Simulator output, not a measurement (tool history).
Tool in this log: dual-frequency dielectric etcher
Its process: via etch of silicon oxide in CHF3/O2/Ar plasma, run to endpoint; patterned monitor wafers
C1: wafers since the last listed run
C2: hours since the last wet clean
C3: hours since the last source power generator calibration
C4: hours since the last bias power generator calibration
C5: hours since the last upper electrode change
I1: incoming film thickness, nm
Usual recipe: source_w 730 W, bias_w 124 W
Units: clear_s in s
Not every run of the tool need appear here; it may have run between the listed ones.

run 1 day=0.000 | source_w=730 bias_w=124 | C1=0 C2=221.8 C3=1256.8 C4=4310.3 C5=2405.1 | I1=759.1 | clear_s=377.7
run 2 day=1.092 | source_w=730 bias_w=124 | C1=120 C2=248.0 C3=1283.0 C4=4336.5 C5=2431.3 | I1=759.4 | clear_s=378.5
run 3 day=2.354 | source_w=730 bias_w=124 | C1=139 C2=278.3 C3=1313.3 C4=4366.8 C5=2461.6 | I1=752.0 | clear_s=375.6
run 4 day=3.104 | source_w=730 bias_w=124 | C1=82 C2=296.3 C3=1331.3 C4=4384.8 C5=2479.6 | I1=756.4 | clear_s=376.9
run 5 day=4.508 | source_w=730 bias_w=144 | C1=155 C2=330.0 C3=1365.0 C4=4418.5 C5=2513.3 | I1=757.4 | clear_s=353.2
run 6 day=5.017 | source_w=730 bias_w=144 | C1=56 C2=342.2 C3=1377.2 C4=4430.7 C5=2525.5 | I1=759.0 | clear_s=350.6
run 7 day=6.429 | source_w=730 bias_w=124 | C1=156 C2=376.1 C3=1411.1 C4=4464.6 C5=2559.4 | I1=755.6 | clear_s=374.3
-- day=8.167 upper electrode replaced
-- day=9.033 wet clean of the chamber
run 8 day=9.054 | source_w=730 bias_w=124 | C1=84 C2=0.5 C3=1474.1 C4=4527.6 C5=21.3 | I1=756.7 | clear_s=374.8
run 9 day=9.071 | source_w=600 bias_w=142 | C1=1 C2=0.9 C3=1474.5 C4=4528.0 C5=21.7 | I1=755.0 | clear_s=392.3
-- day=11.400 bias power generator calibrated
run 10 day=12.071 | source_w=900 bias_w=124 | C1=313 C2=72.9 C3=1546.5 C4=16.1 C5=93.7 | I1=760.1 | clear_s=339.4
-- day=12.967 source power generator calibrated
run 11 day=12.988 | source_w=890 bias_w=124 | C1=82 C2=94.9 C3=0.5 C4=38.1 C5=115.7 | I1=760.1 | clear_s=341.5
run 12 day=13.333 | source_w=580 bias_w=124 | C1=38 C2=103.2 C3=8.8 C4=46.4 C5=124.0 | I1=759.9 | clear_s=427.8
run 13 day=14.038 | source_w=730 bias_w=124 | C1=77 C2=120.1 C3=25.7 C4=63.3 C5=140.9 | I1=757.8 | clear_s=379.6
run 14 day=15.033 | source_w=890 bias_w=110 | C1=110 C2=144.0 C3=49.6 C4=87.2 C5=164.8 | I1=756.4 | clear_s=359.4
run 15 day=15.925 | source_w=850 bias_w=112 | C1=98 C2=165.4 C3=71.0 C4=108.6 C5=186.2 | I1=753.9 | clear_s=362.5
run 16 day=16.875 | source_w=730 bias_w=124 | C1=105 C2=188.2 C3=93.8 C4=131.4 C5=209.0 | I1=758.4 | clear_s=376.2

Each row is a separate what-if for the run after 16, all from the same tool condition, not one after another. Results?
run A day=16.896 | source_w=730 bias_w=124 | C1=2 C2=188.7 C3=94.3 C4=131.9 C5=209.5 | I1=753.6 | clear_s=?
run B day=16.896 | source_w=730 bias_w=145 | C1=2 C2=188.7 C3=94.3 C4=131.9 C5=209.5 | I1=753.6 | clear_s=?
run C day=16.896 | source_w=880 bias_w=124 | C1=2 C2=188.7 C3=94.3 C4=131.9 C5=209.5 | I1=753.6 | clear_s=?

run=A clear_s=374.3
run=B clear_s=349.2
run=C clear_s=340.2
Without the tool's unlogged condition, the same runs would have read:
run=A clear_s=374.3
run=B clear_s=349.2
run=C clear_s=340.2
